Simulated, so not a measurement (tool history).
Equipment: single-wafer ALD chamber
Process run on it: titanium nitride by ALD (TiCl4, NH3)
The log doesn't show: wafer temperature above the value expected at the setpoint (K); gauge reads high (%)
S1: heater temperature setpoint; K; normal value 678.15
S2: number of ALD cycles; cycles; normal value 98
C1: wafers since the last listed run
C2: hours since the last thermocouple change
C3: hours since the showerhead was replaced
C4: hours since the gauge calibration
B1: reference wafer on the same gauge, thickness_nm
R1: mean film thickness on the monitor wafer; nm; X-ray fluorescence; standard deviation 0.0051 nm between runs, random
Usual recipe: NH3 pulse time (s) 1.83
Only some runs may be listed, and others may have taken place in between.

{"run": 1, "hour": 0.0, "S1": 682.15, "S2": 98, "NH3 pulse time (s)": 1.26, "C1": 0, "C2": 2012.5, "C3": 7367.6, "C4": 1048.2, "B1": 1.85, "R1": 1.959}
{"run": 2, "hour": 17.6, "S1": 682.15, "S2": 98, "NH3 pulse time (s)": 1.26, "C1": 37, "C2": 2030.1, "C3": 7385.2, "C4": 1065.8, "B1": 1.849, "R1": 1.965}
{"run": 3, "hour": 50.5, "S1": 682.15, "S2": 98, "NH3 pulse time (s)": 1.26, "C1": 70, "C2": 2063, "C3": 7418.1, "C4": 1098.7, "B1": 1.85, "R1": 1.97}
{"run": 4, "hour": 78.8, "S1": 678.15, "S2": 98, "NH3 pulse time (s)": 2.1, "C1": 60, "C2": 2091.3, "C3": 7446.4, "C4": 1127, "B1": 1.849, "R1": 2.042}
{"run": 5, "hour": 97.6, "S1": 678.15, "S2": 98, "NH3 pulse time (s)": 2.1, "C1": 40, "C2": 2110.1, "C3": 7465.2, "C4": 1145.8, "B1": 1.846, "R1": 2.039}
{"run": 6, "hour": 116.0, "S1": 678.15, "S2": 98, "NH3 pulse time (s)": 2.1, "C1": 39, "C2": 2128.5, "C3": 7483.6, "C4": 1164.2, "B1": 1.845, "R1": 2.04}
{"run": 7, "hour": 141.3, "S1": 678.15, "S2": 98, "NH3 pulse time (s)": 1.99, "C1": 53, "C2": 2153.8, "C3": 7508.9, "C4": 1189.5, "B1": 1.848, "R1": 2.038}
{"run": 8, "hour": 172.4, "S1": 678.15, "S2": 98, "NH3 pulse time (s)": 1.99, "C1": 66, "C2": 2184.9, "C3": 7540, "C4": 1220.6, "B1": 1.844, "R1": 2.046}
{"hour": 186.1, "done": "gauge calibrated"}
{"run": 9, "hour": 197.2, "S1": 678.15, "S2": 98, "NH3 pulse time (s)": 1.83, "C1": 52, "C2": 2209.7, "C3": 7564.8, "C4": 11.1, "B1": 1.862, "R1": 2.041}
{"run": 10, "hour": 218.5, "S1": 678.15, "S2": 98, "NH3 pulse time (s)": 1.83, "C1": 45, "C2": 2231, "C3": 7586.1, "C4": 32.4, "B1": 1.861, "R1": 2.044}
{"hour": 227.1, "done": "thermocouple changed; heater temperature recalibrated"}
{"hour": 232.7, "done": "showerhead replaced"}
{"run": 11, "hour": 247.1, "S1": 678.15, "S2": 98, "NH3 pulse time (s)": 1.83, "C1": 31, "C2": 20, "C3": 14.4, "C4": 61, "B1": 1.861, "R1": 2.036}
{"run": 12, "hour": 273.9, "S1": 678.15, "S2": 98, "NH3 pulse time (s)": 1.83, "C1": 57, "C2": 46.8, "C3": 41.2, "C4": 87.8, "B1": 1.86, "R1": 2.047}
{"run": 13, "hour": 309.8, "S1": 678.15, "S2": 98, "NH3 pulse time (s)": 1.83, "C1": 76, "C2": 82.7, "C3": 77.1, "C4": 123.7, "B1": 1.861, "R1": 2.037}
{"run": 14, "hour": 340.3, "S1": 678.15, "S2": 98, "NH3 pulse time (s)": 1.83, "C1": 65, "C2": 113.2, "C3": 107.6, "C4": 154.2, "B1": 1.86, "R1": 2.039}
{"run": 15, "hour": 361.6, "S1": 678.15, "S2": 98, "NH3 pulse time (s)": 1.39, "C1": 45, "C2": 134.5, "C3": 128.9, "C4": 175.5, "B1": 1.86, "R1": 1.987}
{"run": 16, "hour": 390.3, "S1": 678.15, "S2": 98, "NH3 pulse time (s)": 1.39, "C1": 61, "C2": 163.2, "C3": 157.6, "C4": 204.2, "B1": 1.86, "R1": 1.999}
{"run": 17, "hour": 403.7, "S1": 688.15, "S2": 105, "NH3 pulse time (s)": 1.36, "C1": 28, "C2": 176.6, "C3": 171, "C4": 217.6, "B1": 1.862, "R1": 2.141}
{"run": 18, "hour": 438.0, "S1": 665.15, "S2": 98, "NH3 pulse time (s)": 1.43, "C1": 73, "C2": 210.9, "C3": 205.3, "C4": 251.9, "B1": 1.86, "R1": 1.97}
{"run": 19, "hour": 472.3, "S1": 685.15, "S2": 104, "NH3 pulse time (s)": 2.34, "C1": 73, "C2": 245.2, "C3": 239.6, "C4": 286.2, "B1": 1.859, "R1": 2.192}
{"run": 20, "hour": 497.4, "S1": 672.15, "S2": 98, "NH3 pulse time (s)": 2.46, "C1": 53, "C2": 270.3, "C3": 264.7, "C4": 311.3, "B1": 1.857, "R1": 2.07}
{"run": 21, "hour": 533.3, "S1": 678.15, "S2": 98, "NH3 pulse time (s)": 1.12, "C1": 76, "C2": 306.2, "C3": 300.6, "C4": 347.2, "B1": 1.86, "R1": 1.921}
{"run": 22, "hour": 551.8, "S1": 671.15, "S2": 110, "NH3 pulse time (s)": 2.17, "C1": 39, "C2": 324.7, "C3": 319.1, "C4": 365.7, "B1": 1.86, "R1": 2.309}
{"run": 23, "hour": 565.4, "S1": 678.15, "S2": 98, "NH3 pulse time (s)": 1.83, "C1": 29, "C2": 338.3, "C3": 332.7, "C4": 379.3, "B1": 1.86, "R1": 2.041}
{"run": 24, "hour": 582.7, "S1": 678.15, "S2": 98, "NH3 pulse time (s)": 1.83, "C1": 36, "C2": 355.6, "C3": 350, "C4": 396.6, "B1": 1.858, "R1": 2.042}
{"run": 25, "hour": 612.7, "S1": 686.15, "S2": 110, "NH3 pulse time (s)": 1.83, "C1": 63, "C2": 385.6, "C3": 380, "C4": 426.6, "B1": 1.857, "R1": 2.295}
{"run": 26, "hour": 659.1, "S1": 682.15, "S2": 98, "NH3 pulse time (s)": 1.26, "C1": 98, "C2": 432, "C3": 426.4, "C4": 473, "B1": 1.856, "R1": 1.969}
{"run": 27, "hour": 678.2, "S1": 678.15, "S2": 98, "NH3 pulse time (s)": 1.83, "C1": 40, "C2": 451.1, "C3": 445.5, "C4": 492.1, "B1": 1.859, "R1": 2.027}
{"run": 28, "hour": 708.0, "S1": 670.15, "S2": 108, "NH3 pulse time (s)": 1.32, "C1": 63, "C2": 480.9, "C3": 475.3, "C4": 521.9, "B1": 1.858, "R1": 2.165}
{"run": 29, "hour": 729.4, "S1": 678.15, "S2": 82, "NH3 pulse time (s)": 1.83, "C1": 45, "C2": 502.3, "C3": 496.7, "C4": 543.3, "B1": 1.858, "R1": 1.707}
{"run": 30, "hour": 751.0, "S1": 663.15, "S2": 87, "NH3 pulse time (s)": 1.21, "C1": 46, "C2": 523.9, "C3": 518.3, "C4": 564.9, "B1": 1.856, "R1": 1.688}
{"run": 31, "hour": 772.7, "S1": 673.15, "S2": 115, "NH3 pulse time (s)": 2.12, "C1": 46, "C2": 545.6, "C3": 540, "C4": 586.6, "B1": 1.855, "R1": 2.404}
{"run": 32, "hour": 797.8, "S1": 670.15, "S2": 92, "NH3 pulse time (s)": 1.83, "C1": 53, "C2": 570.7, "C3": 565.1, "C4": 611.7, "B1": 1.855, "R1": 1.896}
{"run": 33, "hour": 813.2, "S1": 686.15, "S2": 81, "NH3 pulse time (s)": 1.33, "C1": 32, "C2": 586.1, "C3": 580.5, "C4": 627.1, "B1": 1.857, "R1": 1.647}
{"run": 34, "hour": 839.7, "S1": 673.15, "S2": 90, "NH3 pulse time (s)": 1.83, "C1": 56, "C2": 612.6, "C3": 607, "C4": 653.6, "B1": 1.855, "R1": 1.866}
{"run": 35, "hour": 864.1, "S1": 688.15, "S2": 98, "NH3 pulse time (s)": 2.28, "C1": 52, "C2": 637, "C3": 631.4, "C4": 678, "B1": 1.854, "R1": 2.07}
{"run": 36, "hour": 890.9, "S1": 678.15, "S2": 98, "NH3 pulse time (s)": 1.83, "C1": 57, "C2": 663.8, "C3": 658.2, "C4": 704.8, "B1": 1.854, "R1": 2.036}
{"run": 37, "hour": 925.7, "S1": 678.15, "S2": 114, "NH3 pulse time (s)": 1.83, "C1": 74, "C2": 698.6, "C3": 693, "C4": 739.6, "B1": 1.854, "R1": 2.36}
{"run": 38, "hour": 958.3, "S1": 666.15, "S2": 111, "NH3 pulse time (s)": 1.27, "C1": 69, "C2": 731.2, "C3": 725.6, "C4": 772.2, "B1": 1.854, "R1": 2.193}
{"run": 39, "hour": 981.6, "S1": 686.15, "S2": 98, "NH3 pulse time (s)": 1.83, "C1": 49, "C2": 754.5, "C3": 748.9, "C4": 795.5, "B1": 1.852, "R1": 2.037}
{"run": 40, "hour": 997.6, "S1": 678.15, "S2": 98, "NH3 pulse time (s)": 1.15, "C1": 34, "C2": 770.5, "C3": 764.9, "C4": 811.5, "B1": 1.852, "R1": 1.921}

Same runs, no hidden state in the tool, same run-to-run variation:
run=1 R1=1.969
run=2 R1=1.976
run=3 R1=1.982
run=4 R1=2.055
run=5 R1=2.053
run=6 R1=2.054
run=7 R1=2.053
run=8 R1=2.062
run=9 R1=2.04
run=10 R1=2.043
run=11 R1=2.035
run=12 R1=2.046
run=13 R1=2.036
run=14 R1=2.039
run=15 R1=1.987
run=16 R1=1.999
run=17 R1=2.141
run=18 R1=1.97
run=19 R1=2.193
run=20 R1=2.071
run=21 R1=1.922
run=22 R1=2.31
run=23 R1=2.042
run=24 R1=2.043
run=25 R1=2.297
run=26 R1=1.971
run=27 R1=2.029
run=28 R1=2.168
run=29 R1=1.71
run=30 R1=1.691
run=31 R1=2.409
run=32 R1=1.9
run=33 R1=1.651
run=34 R1=1.87
run=35 R1=2.076
run=36 R1=2.043
run=37 R1=2.368
run=38 R1=2.201
run=39 R1=2.045
run=40 R1=1.929
